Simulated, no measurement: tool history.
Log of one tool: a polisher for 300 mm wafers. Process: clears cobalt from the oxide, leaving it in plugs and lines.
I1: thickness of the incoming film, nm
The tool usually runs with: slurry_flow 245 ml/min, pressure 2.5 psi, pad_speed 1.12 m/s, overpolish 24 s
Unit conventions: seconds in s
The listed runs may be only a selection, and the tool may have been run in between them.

Run 1, hour 0: usual settings; I1 395.6. Result: seconds 64.3 s.
Run 2, hour 9.4: usual settings; I1 390.5. Result: seconds 65.5 s.
Run 3, hour 26.1: usual settings; I1 394.3. Result: seconds 64.5 s.
Run 4, hour 32.3: usual settings; I1 392.2. Result: seconds 66.2 s.
Run 5, hour 46.8: usual settings but pad_speed 0.96 m/s; I1 397.3. Result: seconds 76.6 s.
Run 6, hour 54.6: usual settings; I1 391.2. Result: seconds 65.2 s.
Run 7, hour 62.3: usual settings; I1 389.9. Result: seconds 66.5 s.
Run 8, hour 80.2: usual settings; I1 388.9. Result: seconds 66.3 s.
At hour 84.1: head pressure recalibrated.
Run 9, hour 93.4: usual settings; I1 392.1. Result: seconds 66.7 s.
At hour 108.9: worn pad replaced by a new one.
Run 10, hour 109.4: usual settings; I1 384.8. Result: seconds 70.9 s.
Run 11, hour 123.6: usual settings; I1 387.4. Result: seconds 72.3 s.
Run 12, hour 131: usual settings but slurry_flow 205 ml/min, pressure 3 psi, pad_speed 0.9 m/s, overpolish 19 s; I1 396. Result: seconds 77 s.
Run 13, hour 144.2: usual settings but pressure 3 psi, pad_speed 0.78 m/s, overpolish 14 s; I1 392.6. Result: seconds 83.2 s.
At hour 149: slurry nozzle cleaned.
At hour 152.1: worn pad replaced by a new one, repeated, since the last time left the tool worse.
Run 14, hour 159.5: usual settings but slurry_flow 270 ml/min; I1 395.2. Result: seconds 62.2 s.
Run 15, hour 167.6: usual settings but slurry_flow 300 ml/min; I1 391.8. Result: seconds 60.4 s.
Run 16, hour 179.8: usual settings; I1 386.4. Result: seconds 61.9 s.
Run 17, hour 187: usual settings but pad_speed 1.28 m/s; I1 395.6. Result: seconds 56.6 s.

Here are 3 independent what-if runs from the current tool condition. What would each one return?
Run A, hour 187.4: usual settings; I1 388.2. Result: seconds ?.
Run B, hour 187.4: usual settings but slurry_flow 215 ml/min, pad_speed 1.28 m/s, overpolish 17 s; I1 388.2. Result: seconds ?.
Run C, hour 187.4: usual settings but pressure 1.9 psi, pad_speed 1.48 m/s, overpolish 11 s; I1 388.2. Result: seconds ?.

run  seconds
  A     62.7
  B     56.5
  C       64
Without the tool's hidden state the same runs would have given:
run  seconds
  A     61.8
  B     55.6
  C       63

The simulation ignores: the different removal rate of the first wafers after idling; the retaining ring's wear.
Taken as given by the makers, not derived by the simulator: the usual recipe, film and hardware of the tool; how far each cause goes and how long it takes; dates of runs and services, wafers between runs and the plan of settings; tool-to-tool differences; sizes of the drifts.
